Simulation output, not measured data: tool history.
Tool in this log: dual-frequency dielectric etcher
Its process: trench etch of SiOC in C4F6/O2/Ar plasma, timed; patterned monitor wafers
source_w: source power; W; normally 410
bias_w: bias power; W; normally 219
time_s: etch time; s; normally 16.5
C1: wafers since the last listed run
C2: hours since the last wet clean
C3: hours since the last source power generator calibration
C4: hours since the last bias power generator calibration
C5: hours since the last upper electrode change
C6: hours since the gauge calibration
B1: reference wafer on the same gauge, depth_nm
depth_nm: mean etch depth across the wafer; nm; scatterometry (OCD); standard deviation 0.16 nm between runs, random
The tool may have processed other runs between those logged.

run 1 hour=0.0 | source_w=380 bias_w=219 time_s=16.5 | C1=0 C2=64.8 C3=1197.6 C4=3271.1 C5=1830.3 C6=64.1 | B1=32.74 | depth_nm=35.63
run 2 hour=15.0 | source_w=380 bias_w=219 time_s=16.5 | C1=285 C2=79.8 C3=1212.6 C4=3286.1 C5=1845.3 C6=79.1 | B1=32.69 | depth_nm=35.54
run 3 hour=28.8 | source_w=380 bias_w=219 time_s=16.5 | C1=263 C2=93.6 C3=1226.4 C4=3299.9 C5=1859.1 C6=92.9 | B1=32.77 | depth_nm=35.74
run 4 hour=61.3 | source_w=410 bias_w=219 time_s=16.5 | C1=619 C2=126.1 C3=1258.9 C4=3332.4 C5=1891.6 C6=125.4 | B1=32.79 | depth_nm=36.98
run 5 hour=89.2 | source_w=410 bias_w=219 time_s=16.5 | C1=531 C2=154.0 C3=1286.8 C4=3360.3 C5=1919.5 C6=153.3 | B1=32.91 | depth_nm=36.74
run 6 hour=109.9 | source_w=480 bias_w=219 time_s=16.5 | C1=394 C2=174.7 C3=1307.5 C4=3381.0 C5=1940.2 C6=174.0 | B1=32.88 | depth_nm=39.17
run 7 hour=129.2 | source_w=480 bias_w=219 time_s=16.5 | C1=367 C2=194.0 C3=1326.8 C4=3400.3 C5=1959.5 C6=193.3 | B1=32.90 | depth_nm=39.64
run 8 hour=189.7 | source_w=480 bias_w=219 time_s=16.5 | C1=1153 C2=254.5 C3=1387.3 C4=3460.8 C5=2020.0 C6=253.8 | B1=33.01 | depth_nm=38.92
run 9 hour=217.0 | source_w=410 bias_w=178 time_s=16.5 | C1=520 C2=281.8 C3=1414.6 C4=3488.1 C5=2047.3 C6=281.1 | B1=33.02 | depth_nm=34.11
run 10 hour=236.5 | source_w=410 bias_w=178 time_s=16.5 | C1=371 C2=301.3 C3=1434.1 C4=3507.6 C5=2066.8 C6=300.6 | B1=33.06 | depth_nm=34.15
run 11 hour=261.0 | source_w=410 bias_w=178 time_s=16.5 | C1=467 C2=325.8 C3=1458.6 C4=3532.1 C5=2091.3 C6=325.1 | B1=33.08 | depth_nm=34.17
-- hour=272.8 gauge calibrated
run 12 hour=281.9 | source_w=430 bias_w=234 time_s=16.5 | C1=398 C2=346.7 C3=1479.5 C4=3553.0 C5=2112.2 C6=9.1 | B1=32.59 | depth_nm=38.03
run 13 hour=315.9 | source_w=430 bias_w=234 time_s=16.5 | C1=648 C2=380.7 C3=1513.5 C4=3587.0 C5=2146.2 C6=43.1 | B1=32.62 | depth_nm=38.22
-- hour=363.0 bias power generator calibrated
run 14 hour=385.1 | source_w=430 bias_w=234 time_s=16.5 | C1=1242 C2=449.9 C3=1582.7 C4=22.1 C5=2215.4 C6=112.3 | B1=32.69 | depth_nm=38.18
run 15 hour=416.2 | source_w=450 bias_w=185 time_s=16.5 | C1=592 C2=481.0 C3=1613.8 C4=53.2 C5=2246.5 C6=143.4 | B1=32.75 | depth_nm=35.35
-- hour=455.6 wet clean of the chamber
-- hour=460.9 upper electrode replaced
run 16 hour=461.4 | source_w=500 bias_w=219 time_s=16.5 | C1=303 C2=5.8 C3=1659.0 C4=98.4 C5=0.5 C6=188.6 | B1=32.75 | depth_nm=39.76
run 17 hour=483.1 | source_w=410 bias_w=219 time_s=19.5 | C1=413 C2=27.5 C3=1680.7 C4=120.1 C5=22.2 C6=210.3 | B1=32.87 | depth_nm=43.36
run 18 hour=498.9 | source_w=410 bias_w=178 time_s=16.5 | C1=301 C2=43.3 C3=1696.5 C4=135.9 C5=38.0 C6=226.1 | B1=32.79 | depth_nm=33.86
run 19 hour=527.6 | source_w=330 bias_w=219 time_s=16.5 | C1=547 C2=72.0 C3=1725.2 C4=164.6 C5=66.7 C6=254.8 | B1=32.86 | depth_nm=33.87
run 20 hour=558.8 | source_w=410 bias_w=262 time_s=21.0 | C1=594 C2=103.2 C3=1756.4 C4=195.8 C5=97.9 C6=286.0 | B1=32.92 | depth_nm=50.66
run 21 hour=571.0 | source_w=410 bias_w=219 time_s=16.5 | C1=232 C2=115.4 C3=1768.6 C4=208.0 C5=110.1 C6=298.2 | B1=32.96 | depth_nm=36.81
-- hour=584.7 source power generator calibrated
run 22 hour=587.2 | source_w=410 bias_w=219 time_s=16.5 | C1=232 C2=131.6 C3=2.5 C4=224.2 C5=126.3 C6=314.4 | B1=32.94 | depth_nm=36.78
run 23 hour=618.6 | source_w=410 bias_w=219 time_s=16.5 | C1=598 C2=163.0 C3=33.9 C4=255.6 C5=157.7 C6=345.8 | B1=33.00 | depth_nm=37.04
run 24 hour=648.1 | source_w=350 bias_w=242 time_s=18.5 | C1=562 C2=192.5 C3=63.4 C4=285.1 C5=187.2 C6=375.3 | B1=33.08 | depth_nm=40.85
-- hour=663.0 gauge calibrated
run 25 hour=678.5 | source_w=410 bias_w=219 time_s=20.5 | C1=579 C2=222.9 C3=93.8 C4=315.5 C5=217.6 C6=15.5 | B1=32.67 | depth_nm=45.34
run 26 hour=708.9 | source_w=410 bias_w=219 time_s=16.5 | C1=579 C2=253.3 C3=124.2 C4=345.9 C5=248.0 C6=45.9 | B1=32.77 | depth_nm=36.56
run 27 hour=743.5 | source_w=410 bias_w=165 time_s=16.5 | C1=659 C2=287.9 C3=158.8 C4=380.5 C5=282.6 C6=80.5 | B1=32.76 | depth_nm=32.52
run 28 hour=775.3 | source_w=350 bias_w=233 time_s=21.0 | C1=606 C2=319.7 C3=190.6 C4=412.3 C5=314.4 C6=112.3 | B1=32.79 | depth_nm=45.19

Below are 5 alternative next runs, each starting from the tool's condition after run 28. Predict each:
run A hour=775.7 | source_w=410 bias_w=219 time_s=16.5 | C1=7 C2=320.1 C3=191.0 C4=412.7 C5=314.8 C6=112.7 | B1=? | depth_nm=?
run B hour=775.7 | source_w=440 bias_w=219 time_s=16.5 | C1=7 C2=320.1 C3=191.0 C4=412.7 C5=314.8 C6=112.7 | B1=? | depth_nm=?
run C hour=775.7 | source_w=410 bias_w=254 time_s=16.5 | C1=7 C2=320.1 C3=191.0 C4=412.7 C5=314.8 C6=112.7 | B1=? | depth_nm=?
run D hour=775.7 | source_w=450 bias_w=234 time_s=20.0 | C1=7 C2=320.1 C3=191.0 C4=412.7 C5=314.8 C6=112.7 | B1=? | depth_nm=?
run E hour=775.7 | source_w=350 bias_w=251 time_s=14.0 | C1=7 C2=320.1 C3=191.0 C4=412.7 C5=314.8 C6=112.7 | B1=? | depth_nm=?

run=A B1=32.79 depth_nm=36.71
run=B B1=32.79 depth_nm=37.73
run=C B1=32.79 depth_nm=38.96
run=D B1=32.79 depth_nm=47.37
run=E B1=32.79 depth_nm=30.96
With no hidden state in the tool, these same runs would have given:
run=A depth_nm=36.50
run=B depth_nm=37.52
run=C depth_nm=38.74
run=D depth_nm=47.10
run=E depth_nm=30.78

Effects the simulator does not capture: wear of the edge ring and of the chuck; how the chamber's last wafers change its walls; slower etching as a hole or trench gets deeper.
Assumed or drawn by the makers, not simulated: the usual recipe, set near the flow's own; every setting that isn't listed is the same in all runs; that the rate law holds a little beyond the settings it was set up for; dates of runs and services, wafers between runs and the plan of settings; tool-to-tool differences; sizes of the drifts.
